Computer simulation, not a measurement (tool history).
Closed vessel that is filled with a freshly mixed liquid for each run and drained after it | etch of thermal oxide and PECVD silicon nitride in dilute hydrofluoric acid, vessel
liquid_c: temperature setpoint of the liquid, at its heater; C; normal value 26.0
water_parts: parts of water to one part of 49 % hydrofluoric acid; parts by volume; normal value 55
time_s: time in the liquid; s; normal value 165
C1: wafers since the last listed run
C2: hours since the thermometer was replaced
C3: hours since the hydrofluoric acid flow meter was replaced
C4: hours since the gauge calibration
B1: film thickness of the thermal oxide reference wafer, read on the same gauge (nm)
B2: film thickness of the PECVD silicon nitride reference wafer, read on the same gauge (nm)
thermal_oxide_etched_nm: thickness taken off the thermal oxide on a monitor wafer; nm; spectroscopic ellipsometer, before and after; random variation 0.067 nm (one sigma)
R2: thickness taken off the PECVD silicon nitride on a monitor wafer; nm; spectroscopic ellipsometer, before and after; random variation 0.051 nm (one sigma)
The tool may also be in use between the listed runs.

run 1 hour=0.0 | liquid_c=26.0 water_parts=55 time_s=165 | C1=0 C2=2227.8 C3=854.2 C4=106.9 | B1=149.99 B2=30.01 | thermal_oxide_etched_nm=15.25 R2=5.61
run 2 hour=14.6 | liquid_c=26.0 water_parts=55 time_s=165 | C1=1158 C2=2242.4 C3=868.8 C4=121.5 | B1=150.01 B2=29.97 | thermal_oxide_etched_nm=15.21 R2=5.65
run 3 hour=31.0 | liquid_c=26.0 water_parts=55 time_s=165 | C1=1301 C2=2258.8 C3=885.2 C4=137.9 | B1=150.01 B2=30.05 | thermal_oxide_etched_nm=15.13 R2=5.70
run 4 hour=44.0 | liquid_c=26.0 water_parts=55 time_s=165 | C1=1031 C2=2271.8 C3=898.2 C4=150.9 | B1=150.01 B2=29.98 | thermal_oxide_etched_nm=15.12 R2=5.61
run 5 hour=51.6 | liquid_c=26.0 water_parts=55 time_s=165 | C1=603 C2=2279.4 C3=905.8 C4=158.5 | B1=150.00 B2=30.03 | thermal_oxide_etched_nm=15.09 R2=5.71
run 6 hour=61.1 | liquid_c=26.0 water_parts=55 time_s=165 | C1=754 C2=2288.9 C3=915.3 C4=168.0 | B1=150.01 B2=30.01 | thermal_oxide_etched_nm=15.20 R2=5.64
run 7 hour=69.3 | liquid_c=26.0 water_parts=55 time_s=165 | C1=650 C2=2297.1 C3=923.5 C4=176.2 | B1=150.01 B2=29.97 | thermal_oxide_etched_nm=15.06 R2=5.61
run 8 hour=79.5 | liquid_c=26.0 water_parts=55 time_s=165 | C1=809 C2=2307.3 C3=933.7 C4=186.4 | B1=149.97 B2=30.04 | thermal_oxide_etched_nm=15.09 R2=5.56
run 9 hour=90.0 | liquid_c=26.0 water_parts=55 time_s=165 | C1=833 C2=2317.8 C3=944.2 C4=196.9 | B1=150.00 B2=30.01 | thermal_oxide_etched_nm=15.05 R2=5.62
-- hour=96.0 thermometer replaced
run 10 hour=103.5 | liquid_c=26.0 water_parts=55 time_s=165 | C1=992 C2=7.5 C3=957.7 C4=210.4 | B1=149.99 B2=29.99 | thermal_oxide_etched_nm=15.06 R2=5.64
run 11 hour=112.6 | liquid_c=22.5 water_parts=65 time_s=195 | C1=722 C2=16.6 C3=966.8 C4=219.5 | B1=150.01 B2=29.99 | thermal_oxide_etched_nm=12.85 R2=4.44
-- hour=125.9 hydrofluoric acid flow meter replaced
run 12 hour=126.5 | liquid_c=22.5 water_parts=40 time_s=240 | C1=1023 C2=30.5 C3=0.6 C4=233.4 | B1=149.99 B2=30.03 | thermal_oxide_etched_nm=24.85 R2=8.32
run 13 hour=137.0 | liquid_c=26.0 water_parts=55 time_s=165 | C1=833 C2=41.0 C3=11.1 C4=243.9 | B1=150.00 B2=29.99 | thermal_oxide_etched_nm=14.00 R2=5.25
run 14 hour=144.6 | liquid_c=26.0 water_parts=55 time_s=165 | C1=603 C2=48.6 C3=18.7 C4=251.5 | B1=149.99 B2=30.05 | thermal_oxide_etched_nm=13.95 R2=5.24
run 15 hour=156.0 | liquid_c=23.0 water_parts=70 time_s=200 | C1=904 C2=60.0 C3=30.1 C4=262.9 | B1=150.00 B2=30.01 | thermal_oxide_etched_nm=11.47 R2=4.11
-- hour=172.9 hydrofluoric acid flow meter replaced, repeated, since the last time left the tool worse
run 16 hour=173.4 | liquid_c=26.0 water_parts=25 time_s=165 | C1=1301 C2=77.4 C3=0.5 C4=280.3 | B1=150.01 B2=30.01 | thermal_oxide_etched_nm=38.13 R2=13.08
-- hour=193.8 gauge calibrated
run 17 hour=224.3 | liquid_c=22.0 water_parts=80 time_s=80 | C1=4040 C2=128.3 C3=51.4 C4=30.5 | B1=149.98 B2=30.05 | thermal_oxide_etched_nm=4.51 R2=1.58

For run 18, what comes out?
run 18 hour=240.6 | liquid_c=22.0 water_parts=55 time_s=250 | C1=1293 C2=144.6 C3=67.7 C4=46.8 | B1=? B2=? | thermal_oxide_etched_nm=? R2=?

{"run 18": {"B1": 150.0, "B2": 29.96, "thermal_oxide_etched_nm": 21.01, "R2": 6.99}}
Were there no unlogged condition in the tool, this run, its random variation unchanged, would have produced thermal_oxide_etched_nm 21.25 nm, R2 7.06 nm.

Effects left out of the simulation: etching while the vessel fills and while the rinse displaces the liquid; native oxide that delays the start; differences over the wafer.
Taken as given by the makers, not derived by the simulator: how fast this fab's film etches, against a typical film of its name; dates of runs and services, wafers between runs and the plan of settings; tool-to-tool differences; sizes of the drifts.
